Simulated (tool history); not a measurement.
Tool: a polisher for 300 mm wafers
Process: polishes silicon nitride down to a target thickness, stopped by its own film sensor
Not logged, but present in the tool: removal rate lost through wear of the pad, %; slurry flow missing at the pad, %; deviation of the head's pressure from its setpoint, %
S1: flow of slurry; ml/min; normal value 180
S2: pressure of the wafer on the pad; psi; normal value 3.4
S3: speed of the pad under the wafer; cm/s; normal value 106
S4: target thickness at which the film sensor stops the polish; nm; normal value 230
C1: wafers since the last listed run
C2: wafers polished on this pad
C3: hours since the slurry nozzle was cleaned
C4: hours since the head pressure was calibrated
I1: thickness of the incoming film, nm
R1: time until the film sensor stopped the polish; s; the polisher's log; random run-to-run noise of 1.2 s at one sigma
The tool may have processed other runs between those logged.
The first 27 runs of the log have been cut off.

| run | hour | S1 | S2 | S3 | S4 | C1 | C2 | C3 | C4 | I1 | R1 |
|---|---|---|---|---|---|---|---|---|---|---|---|
| 28 | 1388.1 | 180 | 3.7 | 106 | 182 | 325 | 1404 | 27.1 | 110 | 414.9 | 117.6 |
| 29 | 1442.9 | 180 | 3.4 | 106 | 230 | 671 | 2076 | 81.9 | 164.8 | 426.3 | 107.9 |
| 30 | 1469.7 | 245 | 3 | 106 | 230 | 328 | 2404 | 108.7 | 191.6 | 421.4 | 116.2 |
| 31 | 1493.7 | 180 | 3 | 106 | 230 | 293 | 2698 | 132.7 | 215.6 | 423.8 | 120.2 |
| 32 | 1550.5 | 205 | 3.4 | 126 | 201 | 695 | 3394 | 189.5 | 272.4 | 421.6 | 116.1 |
| 33 | 1580.1 | 140 | 4.3 | 106 | 230 | 362 | 3756 | 219.1 | 302 | 420.5 | 89 |
| 34 | 1604.1 | 180 | 3.4 | 106 | 210 | 293 | 4050 | 243.1 | 326 | 427.2 | 125.7 |
| 35 | 1641 | 210 | 3.4 | 118 | 290 | 452 | 4502 | 280 | 362.9 | 426.3 | 75.4 |
| 36 | 1671.3 | 215 | 4.5 | 106 | 230 | 371 | 4873 | 310.3 | 393.2 | 423.1 | 89.5 |

Each row is a separate what-if for the run after 36, all from the same tool condition, not one after another. Results?
| A | 1671.7 | 180 | 3.4 | 106 | 230 | 4 | 4878 | 310.7 | 393.6 | 415.4 | ? |
| B | 1671.7 | 215 | 3.4 | 124 | 203 | 4 | 4878 | 310.7 | 393.6 | 415.4 | ? |
| C | 1671.7 | 180 | 3.4 | 132 | 259 | 4 | 4878 | 310.7 | 393.6 | 415.4 | ? |
| D | 1671.7 | 145 | 3.7 | 134 | 198 | 4 | 4878 | 310.7 | 393.6 | 415.4 | ? |

| run | R1 |
|---|---|
| A | 111.6 |
| B | 118.3 |
| C | 85.6 |
| D | 110.8 |
With no hidden state in the tool, these same runs would have given:
| run | R1 |
|---|---|
| A | 96.9 |
| B | 102.7 |
| C | 74.3 |
| D | 96.2 |

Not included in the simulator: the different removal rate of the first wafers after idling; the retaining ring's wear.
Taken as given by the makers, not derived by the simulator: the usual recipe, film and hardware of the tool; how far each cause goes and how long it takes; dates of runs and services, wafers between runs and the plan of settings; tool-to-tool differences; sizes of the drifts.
